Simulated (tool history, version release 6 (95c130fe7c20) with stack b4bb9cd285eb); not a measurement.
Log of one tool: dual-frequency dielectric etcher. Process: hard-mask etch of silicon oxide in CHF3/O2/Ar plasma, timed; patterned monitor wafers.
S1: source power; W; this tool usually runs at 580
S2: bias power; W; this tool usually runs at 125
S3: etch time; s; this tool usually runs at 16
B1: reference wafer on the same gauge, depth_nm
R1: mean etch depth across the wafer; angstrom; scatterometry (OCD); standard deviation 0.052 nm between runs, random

Run 1, hour 0: usual settings; B1 23.3. Result: R1 263 angstrom.
Run 2, hour 55.6: usual settings; B1 23.31. Result: R1 262.8 angstrom.
At hour 105.6: wet clean of the chamber.
Run 3, hour 106.1: usual settings; B1 23.3. Result: R1 262.4 angstrom.
Run 4, hour 111.4: usual settings; B1 23.31. Result: R1 261.8 angstrom.
Run 5, hour 177.9: usual settings; B1 23.31. Result: R1 262.3 angstrom.
Run 6, hour 242: usual settings; B1 23.29. Result: R1 262.2 angstrom.
Run 7, hour 301.8: usual settings; B1 23.31. Result: R1 260.9 angstrom.
Run 8, hour 346.7: usual settings; B1 23.29. Result: R1 260.3 angstrom.
Run 9, hour 413.8: usual settings; B1 23.3. Result: R1 261.6 angstrom.
At hour 465.3: source power generator calibrated.
Run 10, hour 465.8: usual settings; B1 23.3. Result: R1 264.7 angstrom.
Run 11, hour 525.8: usual settings; B1 23.29. Result: R1 265.4 angstrom.
Run 12, hour 573.1: usual settings but S3 13 s; B1 23.29. Result: R1 215.8 angstrom.
Run 13, hour 637: usual settings but S1 650 W, S2 105 W, S3 12.5 s; B1 23.31. Result: R1 197 angstrom.
Run 14, hour 701.4: usual settings but S2 104 W; B1 23.31. Result: R1 241.7 angstrom.
Run 15, hour 758: usual settings; B1 23.32. Result: R1 264.6 angstrom.
At hour 791: wet clean of the chamber.
Run 16, hour 973: usual settings; B1 23.31. Result: R1 264.3 angstrom.
Run 17, hour 1018: usual settings but S2 142 W, S3 18 s; B1 23.29. Result: R1 315.6 angstrom.
At hour 1041.3: gauge calibrated.
Run 18, hour 1061.8: usual settings; B1 23.3. Result: R1 263.6 angstrom.
At hour 1100: bias power generator calibrated.
Run 19, hour 1132.6: usual settings but S3 13 s; B1 23.3. Result: R1 220 angstrom.
Run 20, hour 1179.8: usual settings but S1 710 W, S2 96 W; B1 23.31. Result: R1 252.1 angstrom.
At hour 1213.5: upper electrode replaced.
Run 21, hour 1231.7: usual settings but S1 530 W, S2 151 W; B1 23.3. Result: R1 288.6 angstrom.
Run 22, hour 1298: usual settings but S3 13.5 s; B1 23.29. Result: R1 227.8 angstrom.
Run 23, hour 1351.9: usual settings but S2 143 W; B1 23.32. Result: R1 288.7 angstrom.
Run 24, hour 1407.4: usual settings but S1 690 W, S2 142 W, S3 19 s; B1 23.28. Result: R1 360.6 angstrom.
Run 25, hour 1435.2: usual settings but S2 108 W, S3 12.5 s; B1 23.3. Result: R1 197.2 angstrom.
At hour 1479.2: wet clean of the chamber.
Run 26, hour 1479.7: usual settings; B1 23.29. Result: R1 269.8 angstrom.
Run 27, hour 1525.2: usual settings but S2 155 W; B1 23.29. Result: R1 300.3 angstrom.
Run 28, hour 1588.3: usual settings but S2 116 W; B1 23.3. Result: R1 259.6 angstrom.
Run 29, hour 1621.5: usual settings but S3 14 s; B1 23.3. Result: R1 235.5 angstrom.

Forecast each of these 5 alternatives for the next run:
Run A, hour 1621.9: usual settings but S3 21 s; B1 ?. Result: R1 ?.
Run B, hour 1621.9: usual settings but S1 530 W, S2 145 W; B1 ?. Result: R1 ?.
Run C, hour 1621.9: usual settings but S2 136 W; B1 ?. Result: R1 ?.
Run D, hour 1621.9: usual settings but S3 20 s; B1 ?. Result: R1 ?.
Run E, hour 1621.9: usual settings but S1 650 W, S2 137 W, S3 18.5 s; B1 ?. Result: R1 ?.

run     B1     R1
  A  23.29  355.9
  B  23.29  283.8
  C  23.29  282.5
  D  23.29  338.9
  E  23.29  339.3
The same runs, with their run-to-run variation unchanged, on a tool lacking any hidden condition would have given:
run     R1
  A  355.7
  B  283.7
  C  282.4
  D  338.8
  E  339.1
